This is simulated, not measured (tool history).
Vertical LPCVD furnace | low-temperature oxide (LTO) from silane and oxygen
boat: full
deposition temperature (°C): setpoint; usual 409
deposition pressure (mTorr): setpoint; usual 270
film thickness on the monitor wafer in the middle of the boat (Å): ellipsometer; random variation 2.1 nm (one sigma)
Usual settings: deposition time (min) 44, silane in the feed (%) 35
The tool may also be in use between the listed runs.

run   hour  deposition temperature (°C)  deposition pressure (mTorr)  deposition time (min)  silane in the feed (%)  read-back reference wafer on the same gauge, thickness  film thickness on the monitor wafer in the middle of the boat (Å)
  1    0.0                          416                          270                     44                      35                                                  536.53                                                             4922.3
  2   14.4                          409                          270                     48                      38                                                  535.37                                                             5556.5
  3   48.8                          409                          270                     44                      35                                                  535.77                                                             4581.7
  4   83.8                          409                          270                     44                      35                                                  536.14                                                             4574.0
  5  101.8                          409                          270                     44                      35                                                  536.03                                                             4549.5
  6  124.5                          409                          270                     44                      35                                                  535.35                                                             4540.8
  7  144.5                          409                          270                     44                      35                                                  535.25                                                             4539.1
  8  179.6                          409                          270                     44                      35                                                  536.51                                                             4564.3
     258.2  -- thermocouples replaced and temperature profile calibrated
  9  286.8                          409                          270                     44                      35                                                  535.59                                                             4568.5
 10  304.7                          409                          270                     44                      35                                                  535.55                                                             4576.9
 11  340.2                          409                          270                     44                      35                                                  536.05                                                             4573.2
 12  363.9                          418                          270                     44                      31                                                  536.44                                                             4283.7
 13  396.0                          409                          270                     37                      35                                                  536.09                                                             3846.1
     425.5  -- pressure gauge zeroed
 14  426.0                          398                          270                     44                      35                                                  535.62                                                             4013.0

Run 15 comes next. What will it give?
     439.1  -- gauge calibrated
 15  440.2                          409                          295                     53                      35                                                       ?                                                                  ?

Run 15 gave read-back reference wafer on the same gauge, thickness 536.12, film thickness on the monitor wafer in the middle of the boat (Å) 6035.0.
Without the tool's hidden state the same run would have given film thickness on the monitor wafer in the middle of the boat (Å) 6035.0.

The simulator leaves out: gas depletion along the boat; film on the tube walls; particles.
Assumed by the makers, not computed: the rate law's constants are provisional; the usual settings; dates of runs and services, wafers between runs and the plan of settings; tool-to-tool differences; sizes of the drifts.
